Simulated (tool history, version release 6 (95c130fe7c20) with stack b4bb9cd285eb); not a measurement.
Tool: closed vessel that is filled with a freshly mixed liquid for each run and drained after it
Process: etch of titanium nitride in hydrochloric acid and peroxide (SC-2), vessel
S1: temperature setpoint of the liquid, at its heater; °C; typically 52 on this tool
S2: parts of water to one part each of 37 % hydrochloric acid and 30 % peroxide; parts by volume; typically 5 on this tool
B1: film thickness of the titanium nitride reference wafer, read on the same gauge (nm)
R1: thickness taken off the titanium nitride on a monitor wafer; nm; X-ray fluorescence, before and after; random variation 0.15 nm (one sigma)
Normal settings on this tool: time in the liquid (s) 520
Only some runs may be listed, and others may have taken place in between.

Run 1, hour 0: usual settings; B1 150.04. Result: R1 14.64 nm.
At hour 7.7: thermometer replaced.
Run 2, hour 27.2: usual settings but time in the liquid (s) 370; B1 150.04. Result: R1 11.66 nm.
Run 3, hour 42.5: usual settings; B1 150.02. Result: R1 16.42 nm.
Run 4, hour 57.9: usual settings; B1 149.99. Result: R1 16.1 nm.
Run 5, hour 91.4: usual settings; B1 150. Result: R1 16.01 nm.
Run 6, hour 124.8: usual settings but S2 5.5 parts by volume, time in the liquid (s) 350; B1 150.03. Result: R1 10.01 nm.
Run 7, hour 148.5: usual settings but S2 5.5 parts by volume, time in the liquid (s) 350; B1 150.03. Result: R1 10.04 nm.
Run 8, hour 163.4: usual settings but S2 5.5 parts by volume, time in the liquid (s) 350; B1 149.98. Result: R1 10.15 nm.
At hour 170.1: new drum of peroxide connected.
Run 9, hour 189: usual settings but S2 4 parts by volume; B1 149.99. Result: R1 18.74 nm.
Run 10, hour 217.8: usual settings but S1 55 °C; B1 150.01. Result: R1 19.14 nm.
Run 11, hour 244.5: usual settings but S2 6.5 parts by volume; B1 149.98. Result: R1 12.88 nm.
Run 12, hour 256.5: usual settings but S1 58.5 °C; B1 150.02. Result: R1 24.3 nm.
Run 13, hour 286.7: usual settings but time in the liquid (s) 385; B1 149.99. Result: R1 11.86 nm.
At hour 300.9: gauge calibrated.
Run 14, hour 301.7: usual settings; B1 149.99. Result: R1 15.63 nm.
Run 15, hour 314: usual settings; B1 150.04. Result: R1 15.56 nm.
Run 16, hour 329.9: usual settings but S1 60.5 °C, S2 4 parts by volume; B1 150. Result: R1 31.34 nm.
Run 17, hour 346.9: usual settings but S2 6.5 parts by volume, time in the liquid (s) 605; B1 150.02. Result: R1 14.77 nm.
At hour 358.2: chemicals flow meter replaced.
Run 18, hour 366.2: usual settings; B1 149.98. Result: R1 16.98 nm.
Run 19, hour 396.5: usual settings but S1 45 °C, time in the liquid (s) 215; B1 149.98. Result: R1 4.35 nm.
Run 20, hour 422.5: usual settings but S1 61 °C; B1 150.02. Result: R1 29.86 nm.
Run 21, hour 441.5: usual settings but S1 57.5 °C, time in the liquid (s) 600; B1 149.99. Result: R1 27.62 nm.
Run 22, hour 466.6: usual settings but S2 4 parts by volume, time in the liquid (s) 725; B1 149.98. Result: R1 26.4 nm.
At hour 479.2: new drum of peroxide connected.
Run 23, hour 484.6: usual settings; B1 150.01. Result: R1 16.68 nm.
Run 24, hour 499.2: usual settings but S1 57 °C, time in the liquid (s) 680; B1 150. Result: R1 30.18 nm.
Run 25, hour 530.7: usual settings but S1 42.5 °C, S2 4 parts by volume, time in the liquid (s) 360; B1 150.02. Result: R1 6.84 nm.
Run 26, hour 543.9: usual settings but S1 54.5 °C, time in the liquid (s) 680; B1 150. Result: R1 25.23 nm.
Run 27, hour 574.4: usual settings but S1 48.5 °C, S2 4 parts by volume; B1 150.02. Result: R1 15.02 nm.
Run 28, hour 590.3: usual settings but time in the liquid (s) 430; B1 150. Result: R1 13.46 nm.
Run 29, hour 616.9: usual settings but S2 5.5 parts by volume; B1 150. Result: R1 14.98 nm.

4 ways to go on from here, each from the tool as it stands after run 29. What would each give?
Run A, hour 617.7: usual settings; B1 ?. Result: R1 ?.
Run B, hour 617.7: usual settings but S1 57.5 °C, S2 6.5 parts by volume, time in the liquid (s) 760; B1 ?. Result: R1 ?.
Run C, hour 617.7: usual settings but S1 48 °C, time in the liquid (s) 630; B1 ?. Result: R1 ?.
Run D, hour 617.7: usual settings but S1 45 °C, time in the liquid (s) 815; B1 ?. Result: R1 ?.

run      B1     R1
  A  150.02  16.08
  B  150.02  27.65
  C  150.02   14.9
  D  150.02  15.69
Stripped of hidden state, with their random variation kept, the same runs would have yielded:
run     R1
  A  17.75
  B  30.51
  C  16.47
  D  17.37
